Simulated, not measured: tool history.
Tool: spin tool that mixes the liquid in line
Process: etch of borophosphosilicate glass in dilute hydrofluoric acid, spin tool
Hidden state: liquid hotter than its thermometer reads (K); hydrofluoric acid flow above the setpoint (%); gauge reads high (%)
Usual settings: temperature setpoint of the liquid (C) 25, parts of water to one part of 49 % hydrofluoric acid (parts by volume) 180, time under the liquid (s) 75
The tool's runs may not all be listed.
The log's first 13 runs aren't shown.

run     day  temperature setpoint of the liquid (C)  parts of water to one part of 49 % hydrofluoric acid (parts by volume)  time under the liquid (s)  wafers since the last listed run  hours since the thermometer was replaced  hours since the hydrofluoric acid flow meter was replaced  hours since the gauge calibration  read-back film thickness of the borophosphosilicate glass reference wafer, read on the same gauge (nm)  thickness taken off the borophosphosilicate glass on a monitor wafer (angstrom)
     21.688  -- thermometer replaced
 14  22.758                                      25                                                                     180                         75                               254                                      25.7                                                      349.5                              507.3                                                                                                   70.07                                                                            178.8
 15  25.325                                      25                                                                     180                         75                               513                                      87.3                                                      411.1                              568.9                                                                                                      70                                                                            176.5
 16  27.921                                      25                                                                     180                         75                               518                                     149.6                                                      473.4                              631.2                                                                                                      70                                                                            180.6
 17  29.817                                      28                                                                     180                         75                               378                                     195.1                                                      518.9                              676.7                                                                                                   70.02                                                                              202
 18  31.917                                      25                                                                     180                         55                               419                                     245.5                                                      569.3                              727.1                                                                                                   69.99                                                                              133
 19  34.492                                      25                                                                     180                         75                               514                                     307.3                                                      631.1                              788.9                                                                                                   70.05                                                                            180.9
 20  36.958                                      25                                                                     215                        100                               493                                     366.5                                                      690.3                              848.1                                                                                                   69.99                                                                              195
 21  39.708                                    21.5                                                                     125                         95                               549                                     432.5                                                      756.3                              914.1                                                                                                   69.97                                                                            308.2
 22  41.354                                      25                                                                     265                         75                               328                                       472                                                      795.8                              953.6                                                                                                   70.03                                                                              114
 23  43.771                                      30                                                                     125                         55                               483                                       530                                                      853.8                             1011.6                                                                                                   69.98                                                                            248.8
 24  46.492                                      25                                                                     215                         35                               543                                     595.3                                                      919.1                             1076.9                                                                                                   70.06                                                                             68.9
 25  48.767                                      25                                                                     125                         40                               454                                     649.9                                                      973.7                             1131.5                                                                                                   69.93                                                                            151.2
 26  50.429                                      25                                                                     225                         75                               332                                     689.8                                                     1013.6                             1171.4                                                                                                   69.99                                                                            142.5
 27  51.825                                      25                                                                     115                        110                               278                                     723.3                                                     1047.1                             1204.9                                                                                                   70.03                                                                            456.9
 28  54.129                                      25                                                                     180                         60                               460                                     778.6                                                     1102.4                             1260.2                                                                                                   69.99                                                                            148.4
 29  56.312                                      25                                                                     180                         75                               436                                       831                                                     1154.8                             1312.6                                                                                                   69.99                                                                            185.7
 30  58.162                                      25                                                                     180                         45                               369                                     875.4                                                     1199.2                               1357                                                                                                   70.04                                                                            113.1

Forecast run 31:
 31  59.275                                      23                                                                     225                         95                               222                                     902.1                                                     1225.9                             1383.7                                                                                                       ?                                                                                ?

Run 31 gave read-back film thickness of the borophosphosilicate glass reference wafer, read on the same gauge (nm) 70.03, thickness taken off the borophosphosilicate glass on a monitor wafer (angstrom) 169.2.
Without the tool's hidden state the same run would have given thickness taken off the borophosphosilicate glass on a monitor wafer (angstrom) 157.7.

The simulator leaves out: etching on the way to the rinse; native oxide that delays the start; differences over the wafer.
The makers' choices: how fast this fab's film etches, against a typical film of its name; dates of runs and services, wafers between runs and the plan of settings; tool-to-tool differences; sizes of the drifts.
